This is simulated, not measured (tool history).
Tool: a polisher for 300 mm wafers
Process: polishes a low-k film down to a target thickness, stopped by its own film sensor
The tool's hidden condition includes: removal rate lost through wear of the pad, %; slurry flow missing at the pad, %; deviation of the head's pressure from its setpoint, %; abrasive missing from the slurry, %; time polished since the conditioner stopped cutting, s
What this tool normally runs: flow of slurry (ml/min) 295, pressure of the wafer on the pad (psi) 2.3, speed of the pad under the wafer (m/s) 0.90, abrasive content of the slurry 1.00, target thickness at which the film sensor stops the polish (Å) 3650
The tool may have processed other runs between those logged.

run,day,flow of slurry (ml/min),pressure of the wafer on the pad (psi),speed of the pad under the wafer (m/s),abrasive content of the slurry,target thickness at which the film sensor stops the polish (Å),wafers since the last listed run,wafers polished on this pad,hours since the slurry nozzle was cleaned,hours since the head pressure was calibrated,hours since the slurry blender was calibrated,hours since the conditioning disc was replaced,"incoming thickness of the incoming film, nm",time until the film sensor stopped the polish (s)
1,0.000,295,2.3,0.90,1.00,3650,0,210,91.8,483.5,91.8,258.1,407.5,105.6
2,2.329,295,2.3,0.90,1.00,3650,449,660,147.7,539.4,147.7,314.0,398.9,84.6
3,3.700,250,2.3,1.08,0.80,3650,264,925,180.6,572.3,180.6,346.9,399.4,80.0
4,6.350,335,1.9,1.14,1.00,3720,511,1437,244.2,635.9,244.2,410.5,402.1,70.8
5,8.700,195,2.3,0.74,0.80,3650,453,1891,300.6,692.3,300.6,466.9,394.8,97.6
# day 9.192: conditioning disc replaced and pad reconditioned
# day 11.429: slurry nozzle cleaned
# day 12.083: slurry blender recalibrated
# day 12.683: head pressure recalibrated
6,14.338,295,2.3,0.90,1.00,3650,1032,2923,69.8,39.7,54.1,123.5,403.5,96.8
7,15.746,205,2.3,0.90,1.20,3650,272,3195,103.6,73.5,87.9,157.3,398.8,84.2
# day 16.808: worn pad replaced by a new one
8,18.571,295,2.3,0.90,1.00,3650,513,340,171.4,141.3,155.7,225.1,405.3,99.2
9,20.508,250,2.3,0.80,0.85,3610,374,714,217.9,187.8,202.2,271.6,392.9,93.0
10,23.100,295,2.3,0.90,0.75,3650,500,1215,280.1,250.0,264.4,333.8,394.6,80.0
# day 24.262: conditioning disc replaced and pad reconditioned
11,25.733,295,1.8,0.90,0.85,3650,492,1707,343.3,313.2,327.6,35.3,409.5,133.9
12,26.825,330,2.3,0.90,1.00,3710,210,1918,369.5,339.4,353.8,61.5,400.6,76.2
# day 27.233: slurry blender recalibrated
13,29.571,190,2.3,0.90,1.00,3710,514,2432,435.4,405.3,56.1,127.4,397.1,70.0
# day 29.642: slurry nozzle cleaned
14,30.883,360,2.3,0.90,0.85,3650,245,2678,29.8,436.8,87.6,158.9,394.5,79.4
15,32.667,295,2.3,0.90,1.10,3650,344,3022,72.6,479.6,130.4,201.7,399.0,85.1
16,34.142,295,2.3,0.90,1.00,3650,284,3307,108.0,515.0,165.8,237.1,397.0,83.8
# day 35.208: worn pad replaced by a new one
17,35.979,295,2.3,0.90,1.00,3650,322,149,152.1,559.1,209.9,281.2,400.7,86.8
18,37.000,295,2.3,0.90,1.00,3650,197,346,176.6,583.6,234.4,305.7,403.4,95.0
19,39.225,265,2.8,1.14,1.25,3650,429,776,230.0,637.0,287.8,359.1,397.1,54.3
20,41.004,295,2.3,0.90,1.00,3650,343,1119,272.7,679.7,330.5,401.8,401.8,92.3
# day 41.533: conditioning disc replaced and pad reconditioned
21,42.133,390,2.3,0.90,1.00,3680,202,1321,299.8,706.8,357.6,14.4,395.9,67.3
# day 45.067: slurry blender recalibrated
22,45.088,380,2.3,0.90,1.00,3650,554,1876,370.7,777.7,0.5,85.3,399.6,87.3
23,46.675,295,2.3,0.90,1.00,3680,306,2183,408.8,815.8,38.6,123.4,401.4,86.3
# day 47.000: slurry nozzle cleaned
# day 47.779: head pressure recalibrated
24,47.842,295,2.3,0.90,0.80,3650,201,2384,20.2,1.5,66.6,151.4,404.6,107.2

5 ways to go on from here, each from the tool as it stands after run 24. What would each give?
A,47.858,210,2.3,0.90,1.00,3650,3,2387,20.6,1.9,67.0,151.8,403.6,?
B,47.858,295,2.3,0.90,1.20,3650,3,2387,20.6,1.9,67.0,151.8,403.6,?
C,47.858,295,2.9,0.90,1.00,3650,3,2387,20.6,1.9,67.0,151.8,403.6,?
D,47.858,295,2.0,0.90,1.00,3720,3,2387,20.6,1.9,67.0,151.8,403.6,?
E,47.858,295,2.7,0.90,1.00,3560,3,2387,20.6,1.9,67.0,151.8,403.6,?

run,time until the film sensor stopped the polish (s)
A,99.6
B,92.0
C,83.4
D,86.3
E,107.9
Take away the tool's hidden state, keep each run's random variation, and the runs would have read:
run,time until the film sensor stopped the polish (s)
A,94.0
B,86.7
C,78.7
D,81.4
E,101.7
